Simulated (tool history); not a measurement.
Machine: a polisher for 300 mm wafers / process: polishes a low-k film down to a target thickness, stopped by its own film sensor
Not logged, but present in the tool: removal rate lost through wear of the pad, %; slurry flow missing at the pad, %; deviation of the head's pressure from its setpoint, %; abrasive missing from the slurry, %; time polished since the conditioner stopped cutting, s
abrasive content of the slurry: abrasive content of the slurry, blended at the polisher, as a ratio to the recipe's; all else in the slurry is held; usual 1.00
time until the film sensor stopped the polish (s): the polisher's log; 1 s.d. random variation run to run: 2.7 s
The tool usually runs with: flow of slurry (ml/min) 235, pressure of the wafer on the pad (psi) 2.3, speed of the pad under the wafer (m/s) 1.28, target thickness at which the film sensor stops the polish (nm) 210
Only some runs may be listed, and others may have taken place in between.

run,hour,flow of slurry (ml/min),pressure of the wafer on the pad (psi),speed of the pad under the wafer (m/s),abrasive content of the slurry,target thickness at which the film sensor stops the polish (nm),wafers since the last listed run,wafers polished on this pad,hours since the slurry nozzle was cleaned,hours since the head pressure was calibrated,hours since the slurry blender was calibrated,hours since the conditioning disc was replaced,"incoming thickness of the incoming film, nm",time until the film sensor stopped the polish (s)
1,0.0,235,2.3,1.28,1.00,210,0,304,444.5,169.9,211.4,167.0,284.9,155.6
2,31.0,235,2.3,1.28,1.00,210,139,443,475.5,200.9,242.4,198.0,280.8,148.2
# hour 41.5: slurry blender recalibrated
# hour 59.5: worn pad replaced by a new one
3,70.4,235,2.3,1.28,1.00,210,150,49,514.9,240.3,28.9,237.4,277.4,147.9
4,94.1,235,2.3,1.28,1.00,210,106,155,538.6,264.0,52.6,261.1,281.9,150.6
5,113.4,235,2.3,1.28,1.00,210,86,242,557.9,283.3,71.9,280.4,277.1,140.2
6,146.7,235,2.3,1.28,1.00,210,149,392,591.2,316.6,105.2,313.7,286.0,166.4
7,166.6,235,2.3,1.28,1.00,210,89,481,611.1,336.5,125.1,333.6,277.8,145.0
8,192.4,235,2.3,1.28,1.00,210,115,597,636.9,362.3,150.9,359.4,284.6,172.5
# hour 214.7: worn pad replaced by a new one
# hour 219.5: head pressure recalibrated
9,221.7,235,2.3,1.28,1.00,210,104,22,666.2,2.2,180.2,388.7,278.6,140.1
10,255.1,235,2.3,1.08,1.00,194,150,172,699.6,35.6,213.6,422.1,278.3,193.3
# hour 271.4: conditioning disc replaced and pad reconditioned
11,277.7,235,2.3,1.54,0.80,210,92,265,722.2,58.2,236.2,6.3,276.1,136.4
# hour 303.3: slurry nozzle cleaned
# hour 323.2: slurry blender recalibrated
# hour 346.2: worn pad replaced by a new one
12,348.7,280,2.5,1.48,1.25,210,287,11,45.4,129.2,25.5,77.3,274.8,105.6
13,373.5,235,2.3,1.28,1.00,210,111,122,70.2,154.0,50.3,102.1,282.4,150.8
14,402.5,235,2.8,0.86,1.25,210,130,253,99.2,183.0,79.3,131.1,277.4,135.1
15,430.9,235,2.3,1.28,0.85,210,127,380,127.6,211.4,107.7,159.5,275.6,153.7

Table of differences, measured result less the result of that run with no hidden state. Run-to-run variation is the same in both. Gauge scatter possibly is not:
run,time until the film sensor stopped the polish (s)
1,+0.0
2,+1.1
3,+2.7
4,+3.9
5,+4.6
6,+7.5
7,+7.8
8,+11.2
9,-2.3
10,-3.1
11,-2.0
12,-0.7
13,-0.2
14,+0.6
15,+1.8
